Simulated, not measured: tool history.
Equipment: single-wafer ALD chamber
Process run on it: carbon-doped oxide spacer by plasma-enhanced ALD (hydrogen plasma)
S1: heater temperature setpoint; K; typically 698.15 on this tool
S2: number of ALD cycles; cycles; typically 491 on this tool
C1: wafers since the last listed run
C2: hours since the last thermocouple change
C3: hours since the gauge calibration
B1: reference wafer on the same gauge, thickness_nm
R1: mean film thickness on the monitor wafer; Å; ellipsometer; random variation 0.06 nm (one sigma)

Run 1, hour 0.0: usual settings but S1 704.15 K; C1 0; C2 2068.0; C3 127.6; B1 27.799. Result: R1 234.03 Å.
Run 2, hour 8.8: usual settings; C1 7; C2 2076.8; C3 136.4; B1 27.798. Result: R1 240.88 Å.
At hour 17.3: gauge calibrated.
Run 3, hour 20.6: usual settings but S1 693.15 K; C1 9; C2 2088.6; C3 3.3; B1 27.795. Result: R1 243.98 Å.
Run 4, hour 36.2: usual settings; C1 12; C2 2104.2; C3 18.9; B1 27.796. Result: R1 238.93 Å.
Run 5, hour 43.2: usual settings; C1 5; C2 2111.2; C3 25.9; B1 27.806. Result: R1 238.51 Å.
Run 6, hour 50.4: usual settings; C1 5; C2 2118.4; C3 33.1; B1 27.795. Result: R1 240.59 Å.
Run 7, hour 62.3: usual settings but S1 695.15 K; C1 9; C2 2130.3; C3 45.0; B1 27.799. Result: R1 243.43 Å.
Run 8, hour 78.6: usual settings but S1 695.15 K; C1 12; C2 2146.6; C3 61.3; B1 27.812. Result: R1 241.69 Å.
Run 9, hour 92.8: usual settings; C1 11; C2 2160.8; C3 75.5; B1 27.805. Result: R1 239.49 Å.
Run 10, hour 102.3: usual settings; C1 7; C2 2170.3; C3 85.0; B1 27.797. Result: R1 239.27 Å.
Run 11, hour 117.1: usual settings but S1 704.15 K; C1 11; C2 2185.1; C3 99.8; B1 27.806. Result: R1 234.68 Å.
Run 12, hour 134.8: usual settings; C1 14; C2 2202.8; C3 117.5; B1 27.791. Result: R1 239.92 Å.
Run 13, hour 144.7: usual settings but S1 686.15 K, S2 441 cycles; C1 7; C2 2212.7; C3 127.4; B1 27.798. Result: R1 224.10 Å.
Run 14, hour 158.1: usual settings but S1 688.15 K, S2 560 cycles; C1 10; C2 2226.1; C3 140.8; B1 27.799. Result: R1 284.02 Å.
At hour 166.6: thermocouple changed; heater temperature recalibrated.
Run 15, hour 172.9: usual settings but S2 538 cycles; C1 5; C2 6.3; C3 155.6; B1 27.793. Result: R1 262.44 Å.
At hour 173.8: gauge calibrated.
Run 16, hour 183.2: usual settings but S2 531 cycles; C1 8; C2 16.6; C3 9.4; B1 27.792. Result: R1 258.86 Å.
Run 17, hour 234.9: usual settings; C1 41; C2 68.3; C3 61.1; B1 27.790. Result: R1 239.57 Å.
Run 18, hour 247.9: usual settings but S1 691.15 K, S2 394 cycles; C1 10; C2 81.3; C3 74.1; B1 27.810. Result: R1 196.86 Å.
Run 19, hour 259.7: usual settings but S1 693.15 K, S2 430 cycles; C1 9; C2 93.1; C3 85.9; B1 27.797. Result: R1 213.82 Å.

For each entry between runs, how does the tool's hidden state at the last listed run before it compare with that at the first listed run after it?
From run 2 to run 3: gauge calibrated (hour 17.3)
  both runs share identical hidden conditions
From run 14 to run 15: thermocouple changed; heater temperature recalibrated (hour 166.6)
  both runs share identical hidden conditions
From run 15 to run 16: gauge calibrated (hour 173.8)
  both runs share identical hidden conditions

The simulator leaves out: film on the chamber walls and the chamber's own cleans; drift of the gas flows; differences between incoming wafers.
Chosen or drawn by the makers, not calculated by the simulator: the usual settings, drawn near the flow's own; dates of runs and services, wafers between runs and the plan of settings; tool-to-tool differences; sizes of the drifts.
